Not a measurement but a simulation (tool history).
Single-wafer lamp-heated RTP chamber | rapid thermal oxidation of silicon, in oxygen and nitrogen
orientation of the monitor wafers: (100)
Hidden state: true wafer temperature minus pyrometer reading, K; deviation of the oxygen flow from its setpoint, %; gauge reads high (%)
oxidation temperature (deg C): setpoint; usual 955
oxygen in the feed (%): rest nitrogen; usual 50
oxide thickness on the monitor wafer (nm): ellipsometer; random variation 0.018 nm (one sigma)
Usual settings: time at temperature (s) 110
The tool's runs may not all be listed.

| run | hour | oxidation temperature (deg C) | time at temperature (s) | oxygen in the feed (%) | wafers since the last listed run | wafers since the last pyrometer calibration | hours since the oxygen flow controller was replaced | hours since the gauge calibration | read-back reference wafer on the same gauge, thickness | oxide thickness on the monitor wafer (nm) |
|---|---|---|---|---|---|---|---|---|---|---|
| 1 | 0 | 955 | 110 | 50 | 0 | 441 | 1011.5 | 511.4 | 4.158 | 4.458 |
| 2 | 25.1 | 955 | 110 | 50 | 187 | 628 | 1036.6 | 536.5 | 4.164 | 4.435 |
| 3 | 75 | 963 | 110 | 50 | 372 | 1001 | 1086.5 | 586.4 | 4.17 | 4.666 |
| 4 | 101.7 | 955 | 129 | 69 | 199 | 1200 | 1113.2 | 613.1 | 4.163 | 5.228 |
| 5 | 160.7 | 955 | 110 | 50 | 440 | 1641 | 1172.2 | 672.1 | 4.158 | 4.417 |
| 6 | 252.7 | 955 | 110 | 50 | 686 | 2327 | 1264.2 | 764.1 | 4.158 | 4.437 |
| 7 | 323 | 955 | 110 | 50 | 524 | 2852 | 1334.5 | 834.4 | 4.157 | 4.441 |
| 8 | 374.7 | 955 | 110 | 50 | 385 | 3238 | 1386.2 | 886.1 | 4.15 | 4.484 |
| 9 | 442.5 | 955 | 110 | 50 | 506 | 3745 | 1454 | 953.9 | 4.162 | 4.522 |
| 10 | 474.6 | 955 | 110 | 50 | 239 | 3984 | 1486.1 | 986 | 4.165 | 4.553 |
| 11 | 520.9 | 978 | 110 | 50 | 345 | 4330 | 1532.4 | 1032.3 | 4.164 | 5.377 |
| 12 | 556.5 | 955 | 110 | 50 | 265 | 4596 | 1568 | 1067.9 | 4.165 | 4.567 |
| 13 | 615.2 | 955 | 110 | 50 | 438 | 5034 | 1626.7 | 1126.6 | 4.159 | 4.609 |
| 14 | 647.5 | 955 | 110 | 50 | 241 | 5275 | 1659 | 1158.9 | 4.167 | 4.636 |
|  | 697.3 | pyrometer window cleaned and pyrometer calibrated |
| 15 | 706.6 | 955 | 110 | 50 | 381 | 69 | 1718.1 | 1218 | 4.159 | 4.406 |
| 16 | 739.3 | 955 | 110 | 50 | 244 | 313 | 1750.8 | 1250.7 | 4.164 | 4.387 |
| 17 | 766.9 | 955 | 110 | 50 | 206 | 519 | 1778.4 | 1278.3 | 4.166 | 4.406 |
| 18 | 823 | 955 | 110 | 50 | 418 | 938 | 1834.5 | 1334.4 | 4.155 | 4.44 |
| 19 | 879.3 | 971 | 86 | 50 | 420 | 1358 | 1890.8 | 1390.7 | 4.166 | 4.476 |
| 20 | 903.4 | 955 | 110 | 50 | 179 | 1538 | 1914.9 | 1414.8 | 4.165 | 4.426 |
|  | 939.4 | oxygen flow controller replaced |
| 21 | 948.4 | 955 | 110 | 50 | 276 | 1814 | 9 | 1459.8 | 4.151 | 4.431 |
|  | 1009.3 | gauge calibrated |
| 22 | 1053.9 | 955 | 110 | 50 | 787 | 2602 | 114.5 | 44.6 | 4.161 | 4.436 |
| 23 | 1119.6 | 955 | 88 | 50 | 490 | 3092 | 180.2 | 110.3 | 4.161 | 4.087 |
| 24 | 1183.4 | 947 | 155 | 73 | 476 | 3569 | 244 | 174.1 | 4.159 | 5.556 |
| 25 | 1214.3 | 955 | 110 | 50 | 230 | 3799 | 274.9 | 205 | 4.162 | 4.511 |
| 26 | 1270.7 | 955 | 110 | 50 | 421 | 4221 | 331.3 | 261.4 | 4.162 | 4.552 |
| 27 | 1305.1 | 968 | 110 | 50 | 256 | 4477 | 365.7 | 295.8 | 4.16 | 5.029 |
| 28 | 1362.2 | 939 | 110 | 50 | 426 | 4904 | 422.8 | 352.9 | 4.158 | 4.067 |
|  | 1417.2 | pyrometer window cleaned and pyrometer calibrated |
| 29 | 1431.8 | 968 | 69 | 74 | 459 | 109 | 492.4 | 422.5 | 4.158 | 4.506 |
| 30 | 1497.4 | 955 | 110 | 50 | 489 | 599 | 558 | 488.1 | 4.159 | 4.395 |
| 31 | 1559.7 | 955 | 110 | 50 | 465 | 1064 | 620.3 | 550.4 | 4.159 | 4.426 |
| 32 | 1740.8 | 955 | 110 | 33 | 1352 | 2416 | 801.4 | 731.5 | 4.163 | 3.939 |
| 33 | 1802.9 | 955 | 91 | 28 | 463 | 2880 | 863.5 | 793.6 | 4.16 | 3.528 |
| 34 | 1874.6 | 955 | 110 | 50 | 535 | 3415 | 935.2 | 865.3 | 4.157 | 4.51 |
| 35 | 1898.9 | 939 | 136 | 23 | 181 | 3596 | 959.5 | 889.6 | 4.166 | 3.551 |
| 36 | 1944.8 | 974 | 110 | 63 | 342 | 3939 | 1005.4 | 935.5 | 4.157 | 5.623 |
| 37 | 2006.3 | 955 | 110 | 41 | 459 | 4398 | 1066.9 | 997 | 4.154 | 4.29 |
| 38 | 2068.7 | 955 | 110 | 50 | 465 | 4864 | 1129.3 | 1059.4 | 4.159 | 4.584 |
| 39 | 2138.7 | 945 | 141 | 73 | 522 | 5387 | 1199.3 | 1129.4 | 4.154 | 5.39 |

Hidden state or all else? Some run-to-run changes of oxide thickness on the monitor wafer (nm), split into what the settings, what came in and random variation would give without the hidden state, and what is left for the hidden state (with any gauge scatter that isn't in both results):
Run 14 -> 15: pyrometer window cleaned and pyrometer calibrated. oxide thickness on the monitor wafer (nm) -0.23: hidden state -0.209, all else -0.021.
Run 23 -> 24: oxidation temperature (deg C) 955 -> 947, time at temperature (s) 88 -> 155, oxygen in the feed (%) 50 -> 73. oxide thickness on the monitor wafer (nm) +1.469: hidden state +0.064, all else +1.405.
Run 28 -> 29: oxidation temperature (deg C) 939 -> 968, time at temperature (s) 110 -> 69, oxygen in the feed (%) 50 -> 74, pyrometer window cleaned and pyrometer calibrated. oxide thickness on the monitor wafer (nm) +0.439: hidden state -0.125, all else +0.564.
Run 35 -> 36: oxidation temperature (deg C) 939 -> 974, time at temperature (s) 136 -> 110, oxygen in the feed (%) 23 -> 63. oxide thickness on the monitor wafer (nm) +2.072: hidden state +0.099, all else +1.973.
Run 36 -> 37: oxidation temperature (deg C) 974 -> 955, oxygen in the feed (%) 63 -> 41. oxide thickness on the monitor wafer (nm) -1.333: hidden state -0.027, all else -1.306.

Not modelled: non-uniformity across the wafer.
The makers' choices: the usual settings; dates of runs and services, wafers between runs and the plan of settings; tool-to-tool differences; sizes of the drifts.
